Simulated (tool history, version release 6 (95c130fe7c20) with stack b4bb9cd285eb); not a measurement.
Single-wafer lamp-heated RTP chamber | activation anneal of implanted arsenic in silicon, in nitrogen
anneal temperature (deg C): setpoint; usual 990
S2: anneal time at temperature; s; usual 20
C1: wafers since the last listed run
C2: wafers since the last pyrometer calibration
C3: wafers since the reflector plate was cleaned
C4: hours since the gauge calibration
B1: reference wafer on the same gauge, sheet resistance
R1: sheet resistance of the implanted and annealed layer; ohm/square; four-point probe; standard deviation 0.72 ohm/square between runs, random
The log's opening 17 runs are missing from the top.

Run 18, day 9.796: usual settings; C1 84; C2 93; C3 7761; C4 470.6; B1 434.28. Result: R1 487.89 ohm/square.
Run 19, day 10.125: usual settings but S2 15 s; C1 148; C2 241; C3 7909; C4 478.5; B1 434.36. Result: R1 489.57 ohm/square.
Run 20, day 10.621: usual settings but anneal temperature (deg C) 978, S2 26 s; C1 223; C2 464; C3 8132; C4 490.4; B1 434.51. Result: R1 489.63 ohm/square.
Run 21, day 10.908: usual settings; C1 129; C2 594; C3 8262; C4 497.3; B1 434.48. Result: R1 488.15 ohm/square.
At day 11.092: gauge calibrated.
Run 22, day 11.471: usual settings but anneal temperature (deg C) 971; C1 253; C2 847; C3 8515; C4 9.1; B1 427.68. Result: R1 482.6 ohm/square.
Run 23, day 11.775: usual settings but anneal temperature (deg C) 969, S2 9 s; C1 136; C2 984; C3 8652; C4 16.4; B1 428.12. Result: R1 483.76 ohm/square.
Run 24, day 12.488: usual settings but anneal temperature (deg C) 1000; C1 320; C2 1305; C3 8973; C4 33.5; B1 428.4. Result: R1 480.51 ohm/square.
Run 25, day 13.025: usual settings but S2 23 s; C1 241; C2 1547; C3 9215; C4 46.4; B1 428.18. Result: R1 481.15 ohm/square.
Run 26, day 13.596: usual settings but anneal temperature (deg C) 964; C1 256; C2 1804; C3 9472; C4 60.1; B1 428.24. Result: R1 484.76 ohm/square.
At day 14.075: pyrometer window cleaned and pyrometer calibrated.
At day 14.242: reflector plate cleaned.
Run 27, day 14.262: usual settings but anneal temperature (deg C) 963, S2 15 s; C1 74; C2 8; C3 8; C4 76.1; B1 428.67. Result: R1 484.93 ohm/square.
Run 28, day 14.725: usual settings but anneal temperature (deg C) 1014, S2 27 s; C1 208; C2 216; C3 216; C4 87.2; B1 428.77. Result: R1 478.82 ohm/square.
Run 29, day 15.008: usual settings but anneal temperature (deg C) 1004, S2 28 s; C1 127; C2 344; C3 344; C4 94; B1 428.99. Result: R1 478.69 ohm/square.
Run 30, day 15.608: usual settings but S2 31 s; C1 270; C2 614; C3 614; C4 108.4; B1 429.22. Result: R1 479.32 ohm/square.
Run 31, day 15.879: usual settings but anneal temperature (deg C) 970; C1 121; C2 736; C3 736; C4 114.9; B1 429.15. Result: R1 483.14 ohm/square.
Run 32, day 16.371: usual settings; C1 221; C2 957; C3 957; C4 126.7; B1 429.5. Result: R1 482.51 ohm/square.
Run 33, day 16.95: usual settings but anneal temperature (deg C) 982, S2 27 s; C1 260; C2 1218; C3 1218; C4 140.6; B1 429.41. Result: R1 481.29 ohm/square.
Run 34, day 17.358: usual settings but S2 11 s; C1 183; C2 1402; C3 1402; C4 150.4; B1 429.55. Result: R1 485 ohm/square.
At day 18.504: pyrometer window cleaned and pyrometer calibrated.
Run 35, day 18.525: usual settings but anneal temperature (deg C) 999, S2 29 s; C1 375; C2 9; C3 1777; C4 178.4; B1 429.97. Result: R1 481.63 ohm/square.
Run 36, day 18.908: usual settings but anneal temperature (deg C) 1013, S2 29 s; C1 172; C2 181; C3 1950; C4 187.6; B1 429.8. Result: R1 479.59 ohm/square.

Each row is a separate what-if for the run after 36, all from the same tool condition, not one after another. Results?
Run A, day 18.925: usual settings but S2 14 s; C1 7; C2 189; C3 1957; C4 188; B1 ?. Result: R1 ?.
Run B, day 18.925: usual settings but anneal temperature (deg C) 1017; C1 7; C2 189; C3 1957; C4 188; B1 ?. Result: R1 ?.
Run C, day 18.925: usual settings but anneal temperature (deg C) 980, S2 16 s; C1 7; C2 189; C3 1957; C4 188; B1 ?. Result: R1 ?.
Run D, day 18.925: usual settings but anneal temperature (deg C) 1005, S2 10 s; C1 7; C2 189; C3 1957; C4 188; B1 ?. Result: R1 ?.
Run E, day 18.925: usual settings but anneal temperature (deg C) 981; C1 7; C2 189; C3 1957; C4 188; B1 ?. Result: R1 ?.

run      B1      R1
  A  430.26  484.68
  B  430.26  480.99
  C  430.26  484.85
  D  430.26  484.86
  E  430.26  484.09
With no hidden state in the tool, these same runs would have given:
run      R1
  A  481.13
  B  477.46
  C  481.29
  D   481.3
  E  480.54
